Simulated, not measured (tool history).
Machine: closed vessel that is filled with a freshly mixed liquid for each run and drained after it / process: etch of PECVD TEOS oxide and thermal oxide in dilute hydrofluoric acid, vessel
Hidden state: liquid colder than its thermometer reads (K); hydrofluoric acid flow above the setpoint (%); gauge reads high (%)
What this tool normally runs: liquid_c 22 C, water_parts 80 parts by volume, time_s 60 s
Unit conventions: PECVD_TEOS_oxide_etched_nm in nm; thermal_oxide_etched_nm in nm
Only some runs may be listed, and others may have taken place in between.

run	hour	liquid_c	water_parts	time_s	wafers since the last listed run	hours since the thermometer was replaced	hours since the hydrofluoric acid flow meter was replaced	hours since the gauge calibration	read-back film thickness of the PECVD TEOS oxide reference wafer, read on the same gauge (nm)	read-back film thickness of the thermal oxide reference wafer, read on the same gauge (nm)	PECVD_TEOS_oxide_etched_nm	thermal_oxide_etched_nm
1	0	22	80	60	0	1016.8	211	840.7	98.82	69.19	13.07	3.366
2	103.1	22	80	60	8248	1119.9	314.1	943.8	98.68	69.091	13	3.326
3	198.9	22	80	60	7664	1215.7	409.9	1039.6	98.56	68.995	13.08	3.316
4	292.7	22	80	35	7504	1309.5	503.7	1133.4	98.47	68.866	7.58	1.946
5	347.7	22	80	35	4400	1364.5	558.7	1188.4	98.33	68.888	7.68	1.96
# hour 496.4: hydrofluoric acid flow meter replaced
6	585.7	22	80	35	18961	1602.5	89.3	1426.4	98	68.644	7.55	1.957
7	666.1	22	80	60	6432	1682.9	169.7	1506.8	97.94	68.531	13.07	3.303
8	750.1	22	80	60	6720	1766.9	253.7	1590.8	97.81	68.485	12.94	3.32
# hour 787.5: thermometer replaced
9	855.8	22	80	60	8376	68.3	359.4	1696.5	97.66	68.401	12.98	3.283
10	906.9	22	80	60	4088	119.4	410.5	1747.6	97.59	68.29	12.94	3.306
11	972.2	19.5	80	60	5224	184.7	475.8	1812.9	97.53	68.307	11.62	2.99
# hour 974.2: gauge calibrated
12	1065.1	19.5	80	60	7432	277.6	568.7	90.9	99.27	69.503	11.87	3.012
13	1148.5	22	80	60	6672	361	652.1	174.3	99.17	69.427	13.13	3.366
14	1232.2	26.5	80	35	6696	444.7	735.8	258	99.06	69.352	9.22	2.377
# hour 1279.7: hydrofluoric acid flow meter replaced
15	1298.6	22	80	60	5232	511.1	18.9	324.4	98.97	69.28	13.18	3.34
16	1399.6	26	110	60	8080	612.1	119.9	425.4	98.85	69.168	10.79	2.725
17	1476.2	22	50	60	6128	688.7	196.5	502	98.74	69.11	21.66	5.615
18	1644.8	22	80	60	13488	857.3	365.1	670.6	98.51	68.952	13.08	3.339
19	1701.4	22	80	90	4528	913.9	421.7	727.2	98.4	68.885	19.55	4.98
20	1778.7	22	110	85	6184	991.2	499	804.5	98.29	68.832	13.01	3.36
21	1826.2	22	80	70	3800	1038.7	546.5	852	98.28	68.744	15.23	3.886
22	1890.1	22	80	60	5112	1102.6	610.4	915.9	98.16	68.697	13.05	3.359
23	1953.6	22	80	60	5080	1166.1	673.9	979.4	98.13	68.655	13.06	3.317
# hour 1990.4: hydrofluoric acid flow meter replaced
24	2039	22	80	60	6752	1251.5	48.6	1064.8	97.99	68.6	13.03	3.27
25	2090.1	23.5	100	60	4088	1302.6	99.7	1115.9	97.91	68.55	10.8	2.784
26	2173.2	17.5	95	75	6648	1385.7	182.8	1199	97.76	68.462	11.12	2.874

What would each run have given without the hidden state, its run-to-run variation left as it was?
run	PECVD_TEOS_oxide_etched_nm	thermal_oxide_etched_nm
1	13.23	3.407
2	13.18	3.37
3	13.27	3.365
4	7.7	1.977
5	7.81	1.993
6	7.7	1.996
7	13.34	3.373
8	13.23	3.394
9	13.29	3.361
10	13.26	3.387
11	11.92	3.066
12	11.96	3.034
13	13.24	3.394
14	9.3	2.4
15	13.31	3.374
16	10.91	2.757
17	21.94	5.687
18	13.27	3.39
19	19.86	5.059
20	13.23	3.417
21	15.5	3.955
22	13.3	3.422
23	13.32	3.381
24	13.29	3.338
25	11.03	2.843
26	11.37	2.939
